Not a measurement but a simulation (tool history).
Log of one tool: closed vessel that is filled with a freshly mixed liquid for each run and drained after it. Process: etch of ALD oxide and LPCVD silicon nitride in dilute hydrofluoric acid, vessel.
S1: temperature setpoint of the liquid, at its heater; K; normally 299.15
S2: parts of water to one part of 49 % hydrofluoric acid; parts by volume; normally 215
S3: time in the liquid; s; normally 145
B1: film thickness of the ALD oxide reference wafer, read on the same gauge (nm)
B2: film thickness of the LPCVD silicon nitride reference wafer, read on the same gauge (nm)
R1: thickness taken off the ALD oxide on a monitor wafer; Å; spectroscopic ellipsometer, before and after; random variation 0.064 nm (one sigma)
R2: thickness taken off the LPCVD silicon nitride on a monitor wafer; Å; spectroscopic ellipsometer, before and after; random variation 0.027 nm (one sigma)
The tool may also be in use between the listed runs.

Run 1, hour 0: usual settings but S1 297.15 K; B1 39.97; B2 99.981. Result: R1 83.2 Å, R2 3.33 Å.
Run 2, hour 9.3: usual settings; B1 39.97; B2 99.986. Result: R1 89.3 Å, R2 3.72 Å.
Run 3, hour 21.3: usual settings but S2 150 parts by volume; B1 40.03; B2 100.004. Result: R1 139.8 Å, R2 4.86 Å.
Run 4, hour 28.5: usual settings but S2 150 parts by volume; B1 40.02; B2 99.99. Result: R1 137.3 Å, R2 5.61 Å.
Run 5, hour 44.5: usual settings but S2 150 parts by volume; B1 39.95; B2 100.02. Result: R1 139.6 Å, R2 5.55 Å.
Run 6, hour 52.2: usual settings but S3 200 s; B1 40; B2 100.021. Result: R1 121.2 Å, R2 5.09 Å.
Run 7, hour 68.4: usual settings; B1 40.03; B2 100.001. Result: R1 90.4 Å, R2 3.97 Å.
Run 8, hour 78.1: usual settings but S1 301.65 K, S2 135 parts by volume, S3 80 s; B1 40.06; B2 100.013. Result: R1 95 Å, R2 4.03 Å.
Run 9, hour 84.4: usual settings; B1 39.98; B2 100.01. Result: R1 89.8 Å, R2 3.25 Å.
Run 10, hour 100.5: usual settings but S1 302.65 K, S2 300 parts by volume, S3 90 s; B1 40.01; B2 100.009. Result: R1 40.6 Å, R2 2.04 Å.
Run 11, hour 109.1: usual settings but S2 160 parts by volume; B1 40.02; B2 100.027. Result: R1 130.3 Å, R2 5.17 Å.
Run 12, hour 121.4: usual settings but S3 110 s; B1 39.98; B2 100.014. Result: R1 63.5 Å, R2 2.42 Å.
Run 13, hour 137.1: usual settings but S1 303.15 K, S2 125 parts by volume; B1 39.97; B2 100.029. Result: R1 187.4 Å, R2 7.9 Å.
Run 14, hour 150.7: usual settings but S1 300.65 K, S2 130 parts by volume, S3 110 s; B1 39.98; B2 99.983. Result: R1 125.5 Å, R2 4.91 Å.
Run 15, hour 166.2: usual settings but S1 297.65 K, S2 120 parts by volume, S3 180 s; B1 40.01; B2 99.984. Result: R1 198.8 Å, R2 6.77 Å.
Run 16, hour 180.9: usual settings; B1 40.04; B2 100.004. Result: R1 85.2 Å, R2 3.31 Å.
Run 17, hour 187.9: usual settings but S1 301.15 K, S2 310 parts by volume; B1 40; B2 99.997. Result: R1 56.4 Å, R2 2.54 Å.
Run 18, hour 199.1: usual settings; B1 39.99; B2 99.955. Result: R1 85.1 Å, R2 3.3 Å.
Run 19, hour 207.8: usual settings; B1 39.97; B2 99.988. Result: R1 84.7 Å, R2 3.54 Å.
Run 20, hour 220.7: usual settings but S3 215 s; B1 39.97; B2 99.975. Result: R1 128.3 Å, R2 5.15 Å.
Run 21, hour 230.4: usual settings; B1 39.99; B2 99.988. Result: R1 85.7 Å, R2 3.24 Å.
Run 22, hour 238.4: usual settings but S1 303.15 K, S2 305 parts by volume, S3 110 s; B1 39.99; B2 100.012. Result: R1 47.1 Å, R2 2.15 Å.
Run 23, hour 249.9: usual settings; B1 40.03; B2 100.006. Result: R1 85.8 Å, R2 3.03 Å.
Run 24, hour 259.3: usual settings but S1 303.15 K, S3 105 s; B1 40; B2 100.027. Result: R1 71.1 Å, R2 2.53 Å.
Run 25, hour 267.7: usual settings but S1 303.15 K, S2 250 parts by volume, S3 215 s; B1 39.95; B2 99.999. Result: R1 121.5 Å, R2 5.56 Å.
Run 26, hour 279: usual settings but S1 301.65 K, S3 85 s; B1 40; B2 100.011. Result: R1 54.2 Å, R2 2.4 Å.
Run 27, hour 285.3: usual settings but S2 245 parts by volume, S3 105 s; B1 40; B2 99.997. Result: R1 53.1 Å, R2 1.89 Å.

Not shown here: 2 entries made in the log between runs. Locate each between two listed runs and compare the hidden state at the listed run before it with the hidden state at the listed run after it:
From run 11 to run 12: thermometer replaced (hour 111.7)
  liquid hotter than its thermometer reads (K): 1.98 -> 0.304
  difference, measured minus the result without the unlogged condition, R1: +9.2 -> +0.7 Å; R2: +0.61 -> +0.05 Å
From run 14 to run 15: gauge calibrated (hour 150.7)
  liquid hotter than its thermometer reads (K): 0.373 -> 0.409
  difference, measured minus the result without the unlogged condition, R1: +1.7 -> +3.2 Å; R2: +0.12 -> +0.18 Å

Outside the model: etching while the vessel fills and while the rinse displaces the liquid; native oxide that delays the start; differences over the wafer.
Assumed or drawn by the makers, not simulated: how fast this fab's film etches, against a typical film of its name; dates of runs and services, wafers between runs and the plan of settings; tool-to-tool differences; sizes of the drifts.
